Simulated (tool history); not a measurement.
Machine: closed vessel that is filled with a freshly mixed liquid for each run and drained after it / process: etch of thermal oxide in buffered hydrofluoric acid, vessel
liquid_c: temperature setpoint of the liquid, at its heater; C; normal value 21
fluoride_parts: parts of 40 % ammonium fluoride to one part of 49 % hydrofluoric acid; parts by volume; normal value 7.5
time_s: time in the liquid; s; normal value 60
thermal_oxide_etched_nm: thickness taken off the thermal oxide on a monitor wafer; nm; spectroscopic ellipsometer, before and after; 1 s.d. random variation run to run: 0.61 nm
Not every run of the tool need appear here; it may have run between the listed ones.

run,day,liquid_c,fluoride_parts,time_s,"read-back film thickness of the thermal oxide reference wafer, read on the same gauge (nm)",thermal_oxide_etched_nm
1,0,21,7.5,70,110,78.46
2,2.046,21,7.5,70,110.04,77.34
3,4.138,21,7,60,109.99,70.8
4,6.412,21,7.5,60,110.02,65.98
5,7.692,21,6.5,60,109.98,76.03
6,10.162,21,7.5,40,109.99,42.9
7,11.917,21,7.5,60,109.99,64.52
# day 12.888: gauge calibrated
8,13.238,21,7.5,60,110.01,63.61
9,15.162,21,7.5,60,110.01,63.13
10,16.683,17,7.5,60,109.99,50.16
11,17.846,17,7.5,60,110.04,50.01
12,20.404,18,9.5,60,109.97,43.19
13,21.892,17.5,6,60,110,63.86
# day 22.162: thermometer replaced
14,23.654,17,6,50,109.98,57.81
# day 24.138: hydrofluoric acid flow meter replaced
15,25.558,17.5,7.5,50,109.97,53.77
16,26.567,17.5,7.5,50,110.01,53.12

Run 17 has not been measured yet. What should we expect?
17,27.75,21,6,60,?,?

Run 17 produced read-back film thickness of the thermal oxide reference wafer, read on the same gauge (nm) 109.98, thermal_oxide_etched_nm 96.04 nm.
Were there no unlogged condition in the tool, this run, its random variation unchanged, would have produced thermal_oxide_etched_nm 98.11 nm.
